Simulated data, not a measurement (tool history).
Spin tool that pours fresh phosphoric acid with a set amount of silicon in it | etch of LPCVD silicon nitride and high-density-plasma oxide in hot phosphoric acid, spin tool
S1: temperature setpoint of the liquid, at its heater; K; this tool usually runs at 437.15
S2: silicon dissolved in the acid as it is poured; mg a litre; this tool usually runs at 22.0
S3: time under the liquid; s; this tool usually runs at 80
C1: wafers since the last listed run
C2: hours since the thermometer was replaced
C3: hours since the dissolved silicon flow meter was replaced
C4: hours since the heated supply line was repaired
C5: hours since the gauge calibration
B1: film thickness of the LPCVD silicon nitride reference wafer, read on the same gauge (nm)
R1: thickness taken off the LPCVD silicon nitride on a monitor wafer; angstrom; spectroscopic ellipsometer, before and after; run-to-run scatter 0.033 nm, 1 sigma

run   hour      S1    S2   S3   C1     C2     C3     C4     C5      B1     R1
  1    0.0  437.15  22.0   80    0    3.2   16.2  663.0  498.9   99.99   80.2
  2    9.1  437.15  22.0  100   71   12.3   25.3  672.1  508.0  100.01  100.1
  3   21.0  437.15  27.5   50   93   24.2   37.2  684.0  519.9   99.99   49.9
  4   31.8  437.15  27.5   50   84   35.0   48.0  694.8  530.7  100.00   50.4
  5   46.0  437.15  22.0   80  111   49.2   62.2  709.0  544.9   99.99   80.0
  6   62.6  436.15  33.0   65  129   65.8   78.8  725.6  561.5  100.00   62.5
  7   73.2  436.15  22.0   80   82   76.4   89.4  736.2  572.1   99.99   77.4
  8   89.9  438.15  32.0  120  130   93.1  106.1  752.9  588.8   99.99  123.0
  9  105.1  437.15  27.5   50  119  108.3  121.3  768.1  604.0  100.00   49.8
     109.5  -- heated supply line repaired
     133.7  -- gauge calibrated
 10  135.2  437.15   6.0   80  227  138.4  151.4   25.7    1.5   99.99   79.6
 11  148.5  438.15  35.0   60  104  151.7  164.7   39.0   14.8   99.98   61.8
 12  159.8  435.15   6.5   40   88  163.0  176.0   50.3   26.1  100.01   37.2
 13  195.2  437.15  22.0   80  277  198.4  211.4   85.7   61.5  100.00   79.8
 14  211.8  435.15   6.5   40  129  215.0  228.0  102.3   78.1  100.00   37.2
 15  226.7  437.15  30.5   80  116  229.9  242.9  117.2   93.0  100.02   79.4
 16  233.7  435.65  35.0  110   54  236.9  249.9  124.2  100.0  100.01  102.9
 17  244.8  437.15   8.0  115   86  248.0  261.0  135.3  111.1   99.98  114.4
 18  255.6  438.65  22.0   80   84  258.8  271.8  146.1  121.9   99.99   82.8
 19  308.4  437.15  22.0   80  413  311.6  324.6  198.9  174.7  100.00   78.7
 20  315.6  438.15  35.0   60   56  318.8  331.8  206.1  181.9   99.99   60.9
 21  327.8  437.15  22.0   45   95  331.0  344.0  218.3  194.1  100.00   44.1

What if the next run were any one of these 4? Each begins from the tool's condition after run 21:
  A  328.2  437.15  22.0   80   3  331.4  344.4  218.7  194.5   ?   ?
  B  328.2  437.15  29.0   80   3  331.4  344.4  218.7  194.5   ?   ?
  C  328.2  438.65  34.0  110   3  331.4  344.4  218.7  194.5   ?   ?
  D  328.2  439.15  22.0   60   3  331.4  344.4  218.7  194.5   ?   ?

run      B1     R1
  A  100.01   79.1
  B  100.01   79.1
  C  100.01  114.2
  D  100.01   63.3
Take away the tool's hidden state, keep each run's random variation, and the runs would have read:
run     R1
  A   80.9
  B   80.9
  C  116.9
  D   64.8
